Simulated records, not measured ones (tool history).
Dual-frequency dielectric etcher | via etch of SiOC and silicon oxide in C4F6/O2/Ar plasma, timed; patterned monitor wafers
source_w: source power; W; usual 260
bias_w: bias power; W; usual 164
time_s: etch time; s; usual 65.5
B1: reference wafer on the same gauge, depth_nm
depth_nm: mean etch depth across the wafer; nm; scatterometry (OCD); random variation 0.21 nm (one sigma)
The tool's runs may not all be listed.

run 1 hour=0 | source_w=260 bias_w=164 time_s=65.5 | B1=62.4 | depth_nm=59.7
-- hour=3.9 gauge calibrated
run 2 hour=6.9 | source_w=260 bias_w=164 time_s=65.5 | B1=62.4 | depth_nm=59.7
run 3 hour=18.1 | source_w=260 bias_w=164 time_s=65.5 | B1=62.4 | depth_nm=59.6
run 4 hour=25.3 | source_w=260 bias_w=164 time_s=65.5 | B1=62.4 | depth_nm=59.4
run 5 hour=37.4 | source_w=260 bias_w=164 time_s=65.5 | B1=62.4 | depth_nm=59.7
run 6 hour=46 | source_w=260 bias_w=164 time_s=65.5 | B1=62.4 | depth_nm=59.3
run 7 hour=63.9 | source_w=230 bias_w=164 time_s=65.5 | B1=62.3 | depth_nm=57.1
run 8 hour=75 | source_w=220 bias_w=164 time_s=65.5 | B1=62.4 | depth_nm=55.9
run 9 hour=82.8 | source_w=220 bias_w=164 time_s=65.5 | B1=62.4 | depth_nm=56
-- hour=108.3 source power generator calibrated
-- hour=116.7 wet clean of the chamber
run 10 hour=117.2 | source_w=260 bias_w=164 time_s=65.5 | B1=62.4 | depth_nm=59.9
-- hour=154.5 upper electrode replaced
run 11 hour=155 | source_w=260 bias_w=140 time_s=65.5 | B1=62.4 | depth_nm=57.2
run 12 hour=155.4 | source_w=290 bias_w=184 time_s=46.5 | B1=62.4 | depth_nm=45.5
run 13 hour=170.6 | source_w=260 bias_w=164 time_s=65.5 | B1=62.4 | depth_nm=60
run 14 hour=181.3 | source_w=310 bias_w=145 time_s=65.5 | B1=62.4 | depth_nm=61.5
-- hour=190.8 gauge calibrated
run 15 hour=197.3 | source_w=200 bias_w=137 time_s=46.5 | B1=62.4 | depth_nm=36.4
-- hour=206.2 bias power generator calibrated
run 16 hour=206.7 | source_w=260 bias_w=164 time_s=65.5 | B1=62.4 | depth_nm=59.6
run 17 hour=211 | source_w=300 bias_w=141 time_s=82 | B1=62.4 | depth_nm=75.9
run 18 hour=225.4 | source_w=210 bias_w=125 time_s=65.5 | B1=62.4 | depth_nm=50.7
run 19 hour=233.9 | source_w=260 bias_w=194 time_s=85 | B1=62.4 | depth_nm=81.6
run 20 hour=250.3 | source_w=260 bias_w=194 time_s=85 | B1=62.5 | depth_nm=81.3
run 21 hour=258.5 | source_w=260 bias_w=199 time_s=80 | B1=62.4 | depth_nm=77.3
run 22 hour=271.7 | source_w=260 bias_w=164 time_s=65.5 | B1=62.4 | depth_nm=59.2

Forecast each of these 3 alternatives for the next run:
run A hour=272.1 | source_w=260 bias_w=164 time_s=65.5 | B1=? | depth_nm=?
run B hour=272.1 | source_w=260 bias_w=164 time_s=80.5 | B1=? | depth_nm=?
run C hour=272.1 | source_w=260 bias_w=164 time_s=53 | B1=? | depth_nm=?

run=A B1=62.4 depth_nm=59.9
run=B B1=62.4 depth_nm=73.6
run=C B1=62.4 depth_nm=48.5
Without the tool's hidden state the same runs would have given:
run=A depth_nm=59.9
run=B depth_nm=73.6
run=C depth_nm=48.5

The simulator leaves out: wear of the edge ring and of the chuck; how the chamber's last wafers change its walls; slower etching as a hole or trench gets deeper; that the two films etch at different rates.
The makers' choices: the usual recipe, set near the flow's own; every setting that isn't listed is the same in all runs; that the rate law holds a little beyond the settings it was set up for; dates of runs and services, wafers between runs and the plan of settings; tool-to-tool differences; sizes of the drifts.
